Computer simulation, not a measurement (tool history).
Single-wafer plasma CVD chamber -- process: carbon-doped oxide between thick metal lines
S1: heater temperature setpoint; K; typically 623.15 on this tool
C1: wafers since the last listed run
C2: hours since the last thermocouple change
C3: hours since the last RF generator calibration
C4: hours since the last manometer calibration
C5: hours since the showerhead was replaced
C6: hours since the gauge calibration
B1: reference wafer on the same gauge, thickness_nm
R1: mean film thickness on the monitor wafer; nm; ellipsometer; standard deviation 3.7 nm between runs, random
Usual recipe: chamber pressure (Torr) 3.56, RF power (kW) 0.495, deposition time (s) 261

run 1 hour=0.0 | S1=616.15 chamber_pressure_(Torr)=3.56 RF_power_(kW)=0.495 deposition_time_(s)=261 | C1=0 C2=1727.8 C3=583.9 C4=2650.6 C5=3914.1 C6=1083.7 | B1=940.349 | R1=1113.769
run 2 hour=49.9 | S1=616.15 chamber_pressure_(Torr)=3.56 RF_power_(kW)=0.495 deposition_time_(s)=261 | C1=385 C2=1777.7 C3=633.8 C4=2700.5 C5=3964.0 C6=1133.6 | B1=939.893 | R1=1114.727
run 3 hour=99.2 | S1=623.15 chamber_pressure_(Torr)=3.16 RF_power_(kW)=0.495 deposition_time_(s)=261 | C1=380 C2=1827.0 C3=683.1 C4=2749.8 C5=4013.3 C6=1182.9 | B1=940.532 | R1=1074.941
run 4 hour=145.5 | S1=623.15 chamber_pressure_(Torr)=3.16 RF_power_(kW)=0.495 deposition_time_(s)=261 | C1=357 C2=1873.3 C3=729.4 C4=2796.1 C5=4059.6 C6=1229.2 | B1=940.323 | R1=1071.159
run 5 hour=190.3 | S1=623.15 chamber_pressure_(Torr)=3.16 RF_power_(kW)=0.495 deposition_time_(s)=261 | C1=345 C2=1918.1 C3=774.2 C4=2840.9 C5=4104.4 C6=1274.0 | B1=941.027 | R1=1079.776
run 6 hour=254.3 | S1=623.15 chamber_pressure_(Torr)=3.56 RF_power_(kW)=0.555 deposition_time_(s)=261 | C1=494 C2=1982.1 C3=838.2 C4=2904.9 C5=4168.4 C6=1338.0 | B1=939.144 | R1=1210.386
run 7 hour=281.1 | S1=623.15 chamber_pressure_(Torr)=3.56 RF_power_(kW)=0.495 deposition_time_(s)=261 | C1=206 C2=2008.9 C3=865.0 C4=2931.7 C5=4195.2 C6=1364.8 | B1=940.085 | R1=1084.288
run 8 hour=331.4 | S1=623.15 chamber_pressure_(Torr)=3.56 RF_power_(kW)=0.495 deposition_time_(s)=261 | C1=388 C2=2059.2 C3=915.3 C4=2982.0 C5=4245.5 C6=1415.1 | B1=941.811 | R1=1094.418
-- hour=401.9 showerhead replaced
run 9 hour=402.4 | S1=623.15 chamber_pressure_(Torr)=3.56 RF_power_(kW)=0.495 deposition_time_(s)=261 | C1=486 C2=2130.2 C3=986.3 C4=3053.0 C5=0.5 C6=1486.1 | B1=939.190 | R1=1085.274
run 10 hour=422.1 | S1=623.15 chamber_pressure_(Torr)=3.56 RF_power_(kW)=0.495 deposition_time_(s)=261 | C1=152 C2=2149.9 C3=1006.0 C4=3072.7 C5=20.2 C6=1505.8 | B1=939.756 | R1=1087.576
run 11 hour=463.4 | S1=623.15 chamber_pressure_(Torr)=3.56 RF_power_(kW)=0.495 deposition_time_(s)=261 | C1=318 C2=2191.2 C3=1047.3 C4=3114.0 C5=61.5 C6=1547.1 | B1=941.065 | R1=1088.561
run 12 hour=507.8 | S1=623.15 chamber_pressure_(Torr)=3.56 RF_power_(kW)=0.495 deposition_time_(s)=261 | C1=342 C2=2235.6 C3=1091.7 C4=3158.4 C5=105.9 C6=1591.5 | B1=940.941 | R1=1092.385
-- hour=519.2 thermocouple changed; heater temperature recalibrated
-- hour=521.3 capacitance manometer re-zeroed and calibrated
run 13 hour=548.3 | S1=623.15 chamber_pressure_(Torr)=3.56 RF_power_(kW)=0.495 deposition_time_(s)=261 | C1=234 C2=29.1 C3=1132.2 C4=27.0 C5=146.4 C6=1632.0 | B1=940.174 | R1=1083.293
run 14 hour=603.2 | S1=623.15 chamber_pressure_(Torr)=3.16 RF_power_(kW)=0.495 deposition_time_(s)=261 | C1=423 C2=84.0 C3=1187.1 C4=81.9 C5=201.3 C6=1686.9 | B1=939.001 | R1=1073.674
run 15 hour=646.2 | S1=613.15 chamber_pressure_(Torr)=2.98 RF_power_(kW)=0.530 deposition_time_(s)=296 | C1=332 C2=127.0 C3=1230.1 C4=124.9 C5=244.3 C6=1729.9 | B1=941.237 | R1=1306.154
run 16 hour=684.8 | S1=635.15 chamber_pressure_(Torr)=4.18 RF_power_(kW)=0.535 deposition_time_(s)=293 | C1=298 C2=165.6 C3=1268.7 C4=163.5 C5=282.9 C6=1768.5 | B1=940.840 | R1=1296.389
run 17 hour=744.8 | S1=623.15 chamber_pressure_(Torr)=3.56 RF_power_(kW)=0.495 deposition_time_(s)=261 | C1=463 C2=225.6 C3=1328.7 C4=223.5 C5=342.9 C6=1828.5 | B1=937.741 | R1=1085.386
-- hour=777.1 RF generator calibrated
run 18 hour=811.2 | S1=623.15 chamber_pressure_(Torr)=3.56 RF_power_(kW)=0.495 deposition_time_(s)=261 | C1=450 C2=292.0 C3=34.1 C4=289.9 C5=409.3 C6=1894.9 | B1=939.374 | R1=1113.053
-- hour=831.9 gauge calibrated
run 19 hour=848.9 | S1=623.15 chamber_pressure_(Torr)=3.56 RF_power_(kW)=0.495 deposition_time_(s)=261 | C1=291 C2=329.7 C3=71.8 C4=327.6 C5=447.0 C6=17.0 | B1=938.347 | R1=1106.240
run 20 hour=904.6 | S1=608.15 chamber_pressure_(Torr)=3.56 RF_power_(kW)=0.495 deposition_time_(s)=261 | C1=430 C2=385.4 C3=127.5 C4=383.3 C5=502.7 C6=72.7 | B1=940.127 | R1=1147.844
run 21 hour=940.1 | S1=623.15 chamber_pressure_(Torr)=3.56 RF_power_(kW)=0.495 deposition_time_(s)=261 | C1=274 C2=420.9 C3=163.0 C4=418.8 C5=538.2 C6=108.2 | B1=941.182 | R1=1102.224
run 22 hour=979.2 | S1=623.15 chamber_pressure_(Torr)=4.17 RF_power_(kW)=0.580 deposition_time_(s)=294 | C1=301 C2=460.0 C3=202.1 C4=457.9 C5=577.3 C6=147.3 | B1=941.357 | R1=1452.389
run 23 hour=1027.7 | S1=632.15 chamber_pressure_(Torr)=3.56 RF_power_(kW)=0.495 deposition_time_(s)=261 | C1=374 C2=508.5 C3=250.6 C4=506.4 C5=625.8 C6=195.8 | B1=940.605 | R1=1073.167
run 24 hour=1058.7 | S1=608.15 chamber_pressure_(Torr)=3.81 RF_power_(kW)=0.590 deposition_time_(s)=298 | C1=239 C2=539.5 C3=281.6 C4=537.4 C5=656.8 C6=226.8 | B1=941.210 | R1=1516.311
run 25 hour=1125.7 | S1=623.15 chamber_pressure_(Torr)=3.56 RF_power_(kW)=0.585 deposition_time_(s)=279 | C1=517 C2=606.5 C3=348.6 C4=604.4 C5=723.8 C6=293.8 | B1=939.803 | R1=1352.509
run 26 hour=1158.9 | S1=636.15 chamber_pressure_(Torr)=2.95 RF_power_(kW)=0.495 deposition_time_(s)=261 | C1=256 C2=639.7 C3=381.8 C4=637.6 C5=757.0 C6=327.0 | B1=941.512 | R1=1042.406
run 27 hour=1195.5 | S1=635.15 chamber_pressure_(Torr)=3.94 RF_power_(kW)=0.410 deposition_time_(s)=261 | C1=282 C2=676.3 C3=418.4 C4=674.2 C5=793.6 C6=363.6 | B1=941.813 | R1=889.725
run 28 hour=1221.4 | S1=630.15 chamber_pressure_(Torr)=3.56 RF_power_(kW)=0.570 deposition_time_(s)=261 | C1=199 C2=702.2 C3=444.3 C4=700.1 C5=819.5 C6=389.5 | B1=939.479 | R1=1219.593
run 29 hour=1273.7 | S1=613.15 chamber_pressure_(Torr)=3.78 RF_power_(kW)=0.495 deposition_time_(s)=261 | C1=403 C2=754.5 C3=496.6 C4=752.4 C5=871.8 C6=441.8 | B1=939.989 | R1=1125.198

Hidden state, per run?
wafer temperature above the value expected at the setpoint (K): 0 on each run
true pressure above the setpoint (%): 0 on each run
gauge reads high (%): 0 on each run
H1: delivered RF power above the setpoint (%)
run=1 H1=-2.38
run=2 H1=-2.48
run=3 H1=-2.56
run=4 H1=-2.63
run=5 H1=-2.7
run=6 H1=-2.77
run=7 H1=-2.8
run=8 H1=-2.86
run=9 H1=-2.92
run=10 H1=-2.94
run=11 H1=-2.97
run=12 H1=-3
run=13 H1=-3.03
run=14 H1=-3.06
run=15 H1=-3.08
run=16 H1=-3.1
run=17 H1=-3.12
run=18 H1=-0.448
run=19 H1=-0.687
run=20 H1=-1.01
run=21 H1=-1.19
run=22 H1=-1.38
run=23 H1=-1.59
run=24 H1=-1.72
run=25 H1=-1.96
run=26 H1=-2.06
run=27 H1=-2.17
run=28 H1=-2.25
run=29 H1=-2.38

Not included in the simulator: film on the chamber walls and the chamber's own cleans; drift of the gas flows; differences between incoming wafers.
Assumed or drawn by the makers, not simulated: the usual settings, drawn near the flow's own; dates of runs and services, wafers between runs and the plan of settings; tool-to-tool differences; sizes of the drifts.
